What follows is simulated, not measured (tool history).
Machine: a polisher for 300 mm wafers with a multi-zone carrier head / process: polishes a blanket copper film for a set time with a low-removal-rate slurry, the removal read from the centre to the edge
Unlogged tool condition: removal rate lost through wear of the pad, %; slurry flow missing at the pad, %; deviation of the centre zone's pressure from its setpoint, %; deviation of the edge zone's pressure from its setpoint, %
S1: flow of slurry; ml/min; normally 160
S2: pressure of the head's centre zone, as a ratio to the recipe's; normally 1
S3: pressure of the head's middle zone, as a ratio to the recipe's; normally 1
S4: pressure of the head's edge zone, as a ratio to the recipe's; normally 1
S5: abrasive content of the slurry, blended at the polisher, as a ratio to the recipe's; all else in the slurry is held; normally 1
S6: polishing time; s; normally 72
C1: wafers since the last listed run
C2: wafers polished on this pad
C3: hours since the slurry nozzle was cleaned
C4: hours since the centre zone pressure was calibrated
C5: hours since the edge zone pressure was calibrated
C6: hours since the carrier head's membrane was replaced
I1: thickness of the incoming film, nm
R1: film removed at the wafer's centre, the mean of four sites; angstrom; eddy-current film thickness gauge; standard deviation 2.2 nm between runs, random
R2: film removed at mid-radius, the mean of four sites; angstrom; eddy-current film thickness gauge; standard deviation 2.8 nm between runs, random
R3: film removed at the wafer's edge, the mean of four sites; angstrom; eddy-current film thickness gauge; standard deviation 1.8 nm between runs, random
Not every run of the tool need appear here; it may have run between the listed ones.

run     day   S1    S2    S3    S4    S5  S6   C1    C2     C3      C4     C5      C6      I1    R1    R2    R3
  1       0  160     1     1     1     1  72    0   285  606.8     450  180.1   401.6    1463  2175  2194  2290
      0.779  -- slurry nozzle cleaned
  2   1.975  160     1     1     1     1  72  283   569   28.7   497.4  227.5     449  1481.2  2145  2244  2264
  3   3.488  160     1     1     1     1  72  221   790     65   533.7  263.8   485.3  1475.2  2179  2186  2290
  4   7.196  160  0.94     1     1     1  53  544  1335    154   622.7  352.8   574.3  1486.2  1515  1633  1677
  5  11.467  160     1     1     1   1.1  72  626  1961  256.5   725.2  455.3   676.8  1486.9  2248  2244  2320
  6  15.242  160   1.1     1     1   1.2  62  553  2515  347.1   815.8  545.9   767.4  1450.6  2159  1988  2047
  7  19.625  160     1     1     1     1  72  643  3158  452.3     921  651.1   872.6  1478.7  2190  2192  2254
  8  24.042  160     1     1     1  1.25  72  647  3806  558.3    1027  757.1   978.6  1464.2  2287  2303  2386
  9  26.558  160     1  0.89  0.93  1.15  85  369  4175  618.7  1087.4  817.5    1039  1464.6  2650  2463  2698
     29.188  -- worn pad replaced by a new one
 10  29.883  130     1  1.07     1     1  86  463   102  698.5  1167.2  897.3  1118.8  1464.7  2478  2741  2665
      30.85  -- slurry nozzle cleaned
 11  33.025  160     1     1     1     1  72  454   557   52.2  1242.6  972.7  1194.2  1445.5  2172  2221  2281
     35.875  -- edge zone pressure recalibrated
 12  37.133  160     1     1     1     1  72  590  1147  150.8  1341.2   30.2  1292.8  1456.5  2158  2261  2279

Run 13 has not been measured yet. What should we expect?
 13  41.471  160  1.07   1   1   1  64  636  1783  254.9  1445.3  134.3  1396.9  1467.1   ?   ?   ?

R1: 2058 angstrom
R2: 1958 angstrom
R3: 2034 angstrom
The same run, on a tool lacking any hidden state, would have yielded R1 2058 angstrom, R2 1958 angstrom, R3 2034 angstrom.
